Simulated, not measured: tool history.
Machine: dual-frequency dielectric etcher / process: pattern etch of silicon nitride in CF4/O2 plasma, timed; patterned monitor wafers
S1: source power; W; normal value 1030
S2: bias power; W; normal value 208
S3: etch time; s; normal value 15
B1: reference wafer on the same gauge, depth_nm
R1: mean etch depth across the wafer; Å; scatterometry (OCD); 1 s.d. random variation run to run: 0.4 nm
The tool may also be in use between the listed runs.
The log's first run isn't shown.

run     day    S1   S2  S3    B1   R1
  2   3.308  1030  188  15  51.6  632
  3   6.225  1030  188  15  51.6  628
      9.125  -- wet clean of the chamber
  4  10.004  1030  208  12  51.5  508
  5  13.254  1030  208  15  51.5  632
  6  15.825  1030  208  15  51.5  645
  7  18.162   850  242  15  51.5  555
     18.196  -- gauge calibrated
  8  20.875   850  242  15  51.5  554
  9  24.688  1030  208  15  51.5  649
 10  27.638  1030  208  15  51.4  645
     32.733  -- wet clean of the chamber
 11  32.754  1030  208  15  51.4  584
 12  34.283  1030  208  15  51.5  594
 13  37.633   970  208  16  51.5  595
     38.112  -- bias power generator calibrated
     39.817  -- upper electrode replaced
 14  39.838   970  208  16  51.6  602
 15  42.671   810  173  15  51.5  432
     45.025  -- wet clean of the chamber, repeated, since the last time left the tool worse
 16  46.158  1030  208  15  51.6  636
 17  47.967  1120  167  11  51.4  477
 18  49.829  1210  208  15  51.6  750

Forecast run 19:
 19  52.254  1160  260  15   ?   ?

B1: 51.5
R1: 787 Å
Take away the tool's hidden state, keep the run-to-run variation as it was, and the same run would have given R1 777 Å.
